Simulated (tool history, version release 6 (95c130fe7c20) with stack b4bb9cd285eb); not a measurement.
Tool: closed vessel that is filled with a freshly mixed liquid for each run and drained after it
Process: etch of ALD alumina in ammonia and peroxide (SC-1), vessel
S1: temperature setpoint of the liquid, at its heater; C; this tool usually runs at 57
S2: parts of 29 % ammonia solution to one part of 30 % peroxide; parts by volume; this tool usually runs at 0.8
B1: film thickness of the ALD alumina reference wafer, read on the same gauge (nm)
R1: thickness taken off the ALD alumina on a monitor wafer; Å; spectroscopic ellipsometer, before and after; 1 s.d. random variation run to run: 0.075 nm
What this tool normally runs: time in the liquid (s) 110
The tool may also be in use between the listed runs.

run 1 day=0 | S1=57 S2=0.5 time_in_the_liquid_(s)=110 | B1=97.91 | R1=74.7
run 2 day=1.1 | S1=57 S2=0.65 time_in_the_liquid_(s)=90 | B1=97.82 | R1=62.7
run 3 day=3.846 | S1=57 S2=0.8 time_in_the_liquid_(s)=110 | B1=97.54 | R1=77.4
run 4 day=4.854 | S1=57 S2=0.8 time_in_the_liquid_(s)=110 | B1=97.43 | R1=78.1
run 5 day=5.808 | S1=57 S2=0.8 time_in_the_liquid_(s)=110 | B1=97.39 | R1=79.3
run 6 day=6.421 | S1=63 S2=0.8 time_in_the_liquid_(s)=110 | B1=97.33 | R1=107.2
-- day=9.488 ammonia flow meter replaced
run 7 day=10.804 | S1=57 S2=0.8 time_in_the_liquid_(s)=110 | B1=97.1 | R1=76.3
-- day=11.442 thermometer replaced
run 8 day=11.546 | S1=59.5 S2=0.8 time_in_the_liquid_(s)=110 | B1=97.02 | R1=89.8
run 9 day=13.212 | S1=59.5 S2=0.8 time_in_the_liquid_(s)=110 | B1=96.97 | R1=88.3
run 10 day=14.388 | S1=59.5 S2=0.8 time_in_the_liquid_(s)=110 | B1=96.95 | R1=88.6
run 11 day=15.242 | S1=57 S2=0.8 time_in_the_liquid_(s)=110 | B1=96.92 | R1=77.7
run 12 day=15.788 | S1=57 S2=0.8 time_in_the_liquid_(s)=110 | B1=96.94 | R1=76.8
run 13 day=16.408 | S1=57 S2=0.8 time_in_the_liquid_(s)=65 | B1=96.92 | R1=46.6
-- day=16.896 new drum of ammonia solution connected
run 14 day=17.704 | S1=57 S2=0.8 time_in_the_liquid_(s)=110 | B1=96.85 | R1=79
run 15 day=18.812 | S1=63 S2=1 time_in_the_liquid_(s)=75 | B1=96.81 | R1=74.4
run 16 day=19.529 | S1=57 S2=0.8 time_in_the_liquid_(s)=80 | B1=96.84 | R1=56.4
-- day=19.567 gauge calibrated
run 17 day=20.821 | S1=57 S2=0.8 time_in_the_liquid_(s)=135 | B1=99.63 | R1=99.3
run 18 day=21.804 | S1=57 S2=0.65 time_in_the_liquid_(s)=110 | B1=99.42 | R1=76.9
run 19 day=22.429 | S1=53.5 S2=0.4 time_in_the_liquid_(s)=170 | B1=99.26 | R1=93.9
run 20 day=23.279 | S1=57 S2=1.1 time_in_the_liquid_(s)=175 | B1=99.05 | R1=131
run 21 day=24.708 | S1=51.5 S2=0.8 time_in_the_liquid_(s)=60 | B1=98.76 | R1=32.6
run 22 day=26.1 | S1=53.5 S2=0.8 time_in_the_liquid_(s)=110 | B1=98.54 | R1=64.7
run 23 day=27.583 | S1=48.5 S2=0.6 time_in_the_liquid_(s)=160 | B1=98.28 | R1=70.1
run 24 day=28.379 | S1=57 S2=0.8 time_in_the_liquid_(s)=110 | B1=98.21 | R1=78.7
run 25 day=29.804 | S1=47.5 S2=0.55 time_in_the_liquid_(s)=150 | B1=98 | R1=60.9

Each run again, without the hidden state but with its own random variation kept:
Hidden state at play: liquid hotter than its thermometer reads (K); ammonia flow above the setpoint (%); ammonia solution weaker than its label (%); gauge reads high (%).
run=1 R1=76.3
run=2 R1=64.1
run=3 R1=79.4
run=4 R1=80.2
run=5 R1=81.4
run=6 R1=110.2
run=7 R1=78.6
run=8 R1=92.5
run=9 R1=91
run=10 R1=91.3
run=11 R1=80.2
run=12 R1=79.3
run=13 R1=48.1
run=14 R1=81.6
run=15 R1=76.8
run=16 R1=58.2
run=17 R1=99.6
run=18 R1=77.3
run=19 R1=94.6
run=20 R1=132.2
run=21 R1=33
run=22 R1=65.6
run=23 R1=71.3
run=24 R1=80.2
run=25 R1=62.2
